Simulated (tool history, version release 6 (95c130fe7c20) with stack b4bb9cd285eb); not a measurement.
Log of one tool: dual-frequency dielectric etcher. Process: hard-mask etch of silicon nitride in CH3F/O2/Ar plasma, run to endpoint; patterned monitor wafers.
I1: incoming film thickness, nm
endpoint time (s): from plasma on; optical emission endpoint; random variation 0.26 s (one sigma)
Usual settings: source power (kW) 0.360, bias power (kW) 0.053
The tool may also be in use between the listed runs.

{"run": 1, "hour": 0.0, "source power (kW)": 0.36, "bias power (kW)": 0.053, "I1": 51.7, "endpoint time (s)": 86.2}
{"run": 2, "hour": 12.0, "source power (kW)": 0.36, "bias power (kW)": 0.053, "I1": 52.4, "endpoint time (s)": 87.4}
{"run": 3, "hour": 27.4, "source power (kW)": 0.36, "bias power (kW)": 0.053, "I1": 52.0, "endpoint time (s)": 87.4}
{"run": 4, "hour": 36.8, "source power (kW)": 0.36, "bias power (kW)": 0.062, "I1": 51.4, "endpoint time (s)": 82.9}
{"run": 5, "hour": 48.0, "source power (kW)": 0.36, "bias power (kW)": 0.062, "I1": 52.0, "endpoint time (s)": 84.5}
{"run": 6, "hour": 57.2, "source power (kW)": 0.36, "bias power (kW)": 0.053, "I1": 51.9, "endpoint time (s)": 87.3}
{"run": 7, "hour": 64.9, "source power (kW)": 0.36, "bias power (kW)": 0.043, "I1": 51.6, "endpoint time (s)": 90.2}
{"run": 8, "hour": 76.1, "source power (kW)": 0.36, "bias power (kW)": 0.043, "I1": 51.7, "endpoint time (s)": 90.3}
{"run": 9, "hour": 88.3, "source power (kW)": 0.31, "bias power (kW)": 0.043, "I1": 51.4, "endpoint time (s)": 93.7}
{"run": 10, "hour": 127.6, "source power (kW)": 0.31, "bias power (kW)": 0.043, "I1": 51.8, "endpoint time (s)": 95.0}
{"hour": 152.2, "done": "upper electrode replaced"}
{"run": 11, "hour": 152.7, "source power (kW)": 0.36, "bias power (kW)": 0.053, "I1": 51.3, "endpoint time (s)": 87.0}
{"run": 12, "hour": 155.9, "source power (kW)": 0.36, "bias power (kW)": 0.053, "I1": 51.3, "endpoint time (s)": 86.8}
{"run": 13, "hour": 169.4, "source power (kW)": 0.36, "bias power (kW)": 0.053, "I1": 51.6, "endpoint time (s)": 87.2}
{"run": 14, "hour": 185.7, "source power (kW)": 0.36, "bias power (kW)": 0.053, "I1": 51.5, "endpoint time (s)": 87.4}
{"run": 15, "hour": 222.7, "source power (kW)": 0.36, "bias power (kW)": 0.053, "I1": 51.8, "endpoint time (s)": 87.9}
{"run": 16, "hour": 232.6, "source power (kW)": 0.36, "bias power (kW)": 0.053, "I1": 51.6, "endpoint time (s)": 87.5}
{"run": 17, "hour": 247.9, "source power (kW)": 0.38, "bias power (kW)": 0.046, "I1": 51.9, "endpoint time (s)": 89.5}
{"run": 18, "hour": 260.3, "source power (kW)": 0.36, "bias power (kW)": 0.053, "I1": 51.4, "endpoint time (s)": 87.3}
{"run": 19, "hour": 277.1, "source power (kW)": 0.36, "bias power (kW)": 0.044, "I1": 51.9, "endpoint time (s)": 92.3}
{"run": 20, "hour": 290.2, "source power (kW)": 0.42, "bias power (kW)": 0.064, "I1": 51.8, "endpoint time (s)": 81.6}
{"run": 21, "hour": 307.4, "source power (kW)": 0.38, "bias power (kW)": 0.049, "I1": 51.5, "endpoint time (s)": 87.6}
{"run": 22, "hour": 315.5, "source power (kW)": 0.36, "bias power (kW)": 0.053, "I1": 51.6, "endpoint time (s)": 87.9}
{"run": 23, "hour": 322.3, "source power (kW)": 0.36, "bias power (kW)": 0.053, "I1": 51.3, "endpoint time (s)": 87.9}
{"hour": 339.7, "done": "source power generator calibrated"}
{"hour": 348.5, "done": "bias power generator calibrated"}
{"hour": 350.2, "done": "wet clean of the chamber"}
{"run": 24, "hour": 350.7, "source power (kW)": 0.36, "bias power (kW)": 0.053, "I1": 51.8, "endpoint time (s)": 86.3}
{"run": 25, "hour": 351.0, "source power (kW)": 0.31, "bias power (kW)": 0.062, "I1": 51.6, "endpoint time (s)": 86.6}
{"run": 26, "hour": 357.3, "source power (kW)": 0.27, "bias power (kW)": 0.056, "I1": 51.8, "endpoint time (s)": 92.4}
{"run": 27, "hour": 363.3, "source power (kW)": 0.31, "bias power (kW)": 0.043, "I1": 51.6, "endpoint time (s)": 92.6}
{"run": 28, "hour": 376.6, "source power (kW)": 0.28, "bias power (kW)": 0.053, "I1": 51.6, "endpoint time (s)": 92.1}
{"run": 29, "hour": 387.5, "source power (kW)": 0.28, "bias power (kW)": 0.042, "I1": 51.3, "endpoint time (s)": 95.6}
{"run": 30, "hour": 402.3, "source power (kW)": 0.44, "bias power (kW)": 0.05, "I1": 51.6, "endpoint time (s)": 82.3}
{"run": 31, "hour": 410.0, "source power (kW)": 0.29, "bias power (kW)": 0.063, "I1": 51.2, "endpoint time (s)": 87.3}
{"run": 32, "hour": 425.7, "source power (kW)": 0.33, "bias power (kW)": 0.053, "I1": 51.8, "endpoint time (s)": 88.9}
{"run": 33, "hour": 439.1, "source power (kW)": 0.36, "bias power (kW)": 0.048, "I1": 51.2, "endpoint time (s)": 87.6}
{"run": 34, "hour": 454.1, "source power (kW)": 0.31, "bias power (kW)": 0.043, "I1": 51.9, "endpoint time (s)": 94.0}
{"run": 35, "hour": 460.7, "source power (kW)": 0.36, "bias power (kW)": 0.053, "I1": 51.4, "endpoint time (s)": 86.4}

Forecast each of these 4 alternatives for the next run:
{"run": "A", "hour": 461.1, "source power (kW)": 0.36, "bias power (kW)": 0.05, "I1": 51.5, "endpoint time (s)": "?"}
{"run": "B", "hour": 461.1, "source power (kW)": 0.32, "bias power (kW)": 0.062, "I1": 51.5, "endpoint time (s)": "?"}
{"run": "C", "hour": 461.1, "source power (kW)": 0.36, "bias power (kW)": 0.042, "I1": 51.5, "endpoint time (s)": "?"}
{"run": "D", "hour": 461.1, "source power (kW)": 0.29, "bias power (kW)": 0.042, "I1": 51.5, "endpoint time (s)": "?"}

run=A endpoint_time_(s)=86.7
run=B endpoint_time_(s)=85.8
run=C endpoint_time_(s)=89.5
run=D endpoint_time_(s)=95.1
Without the tool's hidden state the same runs would have given:
run=A endpoint_time_(s)=86.4
run=B endpoint_time_(s)=85.5
run=C endpoint_time_(s)=89.3
run=D endpoint_time_(s)=94.8
